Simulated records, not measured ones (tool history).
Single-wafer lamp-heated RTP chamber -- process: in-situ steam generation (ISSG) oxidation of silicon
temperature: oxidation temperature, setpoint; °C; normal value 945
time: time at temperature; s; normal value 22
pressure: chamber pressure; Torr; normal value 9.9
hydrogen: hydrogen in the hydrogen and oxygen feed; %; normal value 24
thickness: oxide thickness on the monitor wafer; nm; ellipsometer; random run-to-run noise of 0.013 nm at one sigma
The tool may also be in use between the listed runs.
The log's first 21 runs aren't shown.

run	hour	temperature	time	pressure	hydrogen	read-back reference wafer on the same gauge, thickness	thickness
22	1031.6	945	31	10.2	24	4.64	5.876
23	1079	945	30	10.2	29	4.637	6.035
# hour 1123.9: hydrogen flow controller replaced
24	1142.6	945	22	9.9	24	4.638	5.128
25	1211.5	945	31	10.2	24	4.638	5.897
26	1240.6	945	22	9.9	16	4.636	4.697
27	1266.8	956	22	9.9	24	4.638	5.308
# hour 1324.1: pyrometer window cleaned and pyrometer calibrated
28	1324.6	940	22	9.3	24	4.639	5.046
29	1360.6	945	22	9.9	24	4.64	5.074
30	1384.8	957	22	9.9	28	4.635	5.456
31	1429.5	938	25	8.6	24	4.641	5.355

What if the next run were any one of these 3? Each begins from the tool's condition after run 31:
A	1430	945	22	10.2	24	?	?
B	1430	945	22	8.6	24	?	?
C	1430	945	22	10.2	29	?	?

run	read-back reference wafer on the same gauge, thickness	thickness
A	4.638	5.058
B	4.638	5.19
C	4.638	5.265
With the hidden condition removed and each run's random variation left untouched, the same runs would have given:
run	thickness
A	5.034
B	5.165
C	5.239
